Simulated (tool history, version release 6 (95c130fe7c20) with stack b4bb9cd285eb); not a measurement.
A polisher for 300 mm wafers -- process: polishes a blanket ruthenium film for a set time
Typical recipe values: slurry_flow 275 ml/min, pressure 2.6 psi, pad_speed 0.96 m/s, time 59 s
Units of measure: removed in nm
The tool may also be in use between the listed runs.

run   hour  slurry_flow  pressure  pad_speed  time  wafers since the last listed run  wafers polished on this pad  hours since the slurry nozzle was cleaned  hours since the head pressure was calibrated  incoming thickness of the incoming film, nm  removed
  1    0.0          275       2.6       0.96    59                                 0                          925                                      509.7                                         454.0                                        242.1     71.4
  2   24.6          275       2.6       0.96    59                               233                         1158                                      534.3                                         478.6                                        240.2     70.9
      28.5  -- head pressure recalibrated
  3   51.7          275       2.6       0.96    44                               237                         1396                                      561.4                                          23.2                                        236.5     52.5
  4   78.0          275       2.6       0.96    44                               249                         1645                                      587.7                                          49.5                                        240.0     51.4
      82.6  -- worn pad replaced by a new one
  5   96.4          275       2.6       0.96    44                               136                          130                                      606.1                                          67.9                                        235.3     53.5
  6  126.8          275       2.6       0.96    59                               288                          419                                      636.5                                          98.3                                        238.8     72.9
  7  150.6          275       2.6       0.96    59                               225                          644                                      660.3                                         122.1                                        236.3     72.1
  8  177.8          275       2.6       0.96    59                               257                          902                                      687.5                                         149.3                                        239.9     72.2
  9  207.7          275       2.6       0.96    59                               283                         1185                                      717.4                                         179.2                                        236.1     71.1
 10  220.2          275       2.6       0.96    59                               118                         1304                                      729.9                                         191.7                                        238.2     70.1
 11  244.8          275       3.2       0.96    59                               233                         1537                                      754.5                                         216.3                                        241.9     87.5
     278.0  -- slurry nozzle cleaned
     281.2  -- worn pad replaced by a new one
 12  281.7          275       3.2       0.96    59                               310                            4                                        3.7                                         253.2                                        243.3     87.6
 13  305.3          275       2.3       0.96    59                               223                          228                                       27.3                                         276.8                                        244.3     64.4
 14  319.7          275       2.6       0.96    59                               136                          364                                       41.7                                         291.2                                        242.5     71.8
 15  340.9          275       2.6       0.96    59                               200                          565                                       62.9                                         312.4                                        240.3     71.3
 16  372.4          275       2.6       0.96    59                               298                          864                                       94.4                                         343.9                                        238.6     70.8
 17  393.6          275       2.6       0.96    74                               200                         1064                                      115.6                                         365.1                                        242.3     88.4
 18  410.4          275       2.6       1.14    59                               159                         1224                                      132.4                                         381.9                                        243.5     84.8
 19  424.7          275       2.6       0.96    59                               135                         1359                                      146.7                                         396.2                                        242.4     70.1
 20  453.9          185       2.6       0.96    59                               276                         1636                                      175.9                                         425.4                                        237.7     66.0
     473.6  -- worn pad replaced by a new one
     474.8  -- head pressure recalibrated
 21  487.2          275       2.6       0.96    59                               266                          117                                      209.2                                          12.4                                        240.6     72.5
 22  500.7          225       2.2       0.96    40                               127                          245                                      222.7                                          25.9                                        244.3     40.1
 23  520.5          185       3.5       1.18    59                               187                          433                                      242.5                                          45.7                                        243.4    113.3
 24  600.7          225       2.6       0.96    59                               760                         1193                                      322.7                                         125.9                                        240.1     68.9
     630.6  -- worn pad replaced by a new one
 25  635.2          350       2.2       0.96    59                               289                           43                                      357.2                                         160.4                                        239.5     62.1
 26  655.9          230       2.1       0.96    59                               196                          239                                      377.9                                         181.1                                        239.3     57.0
 27  680.1          275       2.6       0.96    59                               229                          468                                      402.1                                         205.3                                        239.6     71.5
 28  692.2          275       2.6       0.96    65                               114                          583                                      414.2                                         217.4                                        235.5     79.3
 29  721.2          275       2.6       0.96    59                               274                          858                                      443.2                                         246.4                                        236.3     72.0
 30  757.0          275       2.6       0.96    44                               339                         1197                                      479.0                                         282.2                                        241.6     52.5
 31  784.1          240       3.5       0.96    59                               256                         1454                                      506.1                                         309.3                                        241.6     92.7
     818.6  -- worn pad replaced by a new one
 32  819.1          275       2.6       0.96    59                               293                            4                                      541.1                                         344.3                                        244.2     71.9
 33  845.7          275       2.6       0.96    68                               252                          256                                      567.7                                         370.9                                        242.3     83.5
 34  867.7          275       2.6       0.96    59                               208                          464                                      589.7                                         392.9                                        240.2     72.9

Exercise: give the hidden state of the tool at every run:
slurry flow missing at the pad, %: 0 in every run
deviation of the head's pressure from its setpoint, %: 0 in every run
H1: removal rate lost through wear of the pad, %
run       H1
  1     1.31
  2     1.95
  3     2.82
  4     3.83
  5    0.292
  6      0.5
  7    0.816
  8     1.34
  9     2.12
 10     2.51
 11     3.38
 12     0.27
 13    0.339
 14    0.445
 15    0.692
 16     1.25
 17     1.76
 18     2.24
 19     2.71
 20      3.8
 21    0.122
 22    0.187
 23     0.36
 24     2.01
 25    0.571
 26    0.644
 27    0.857
 28     1.02
 29     1.54
 30     2.46
 31     3.35
 32  0.00494
 33   0.0915
 34     0.29
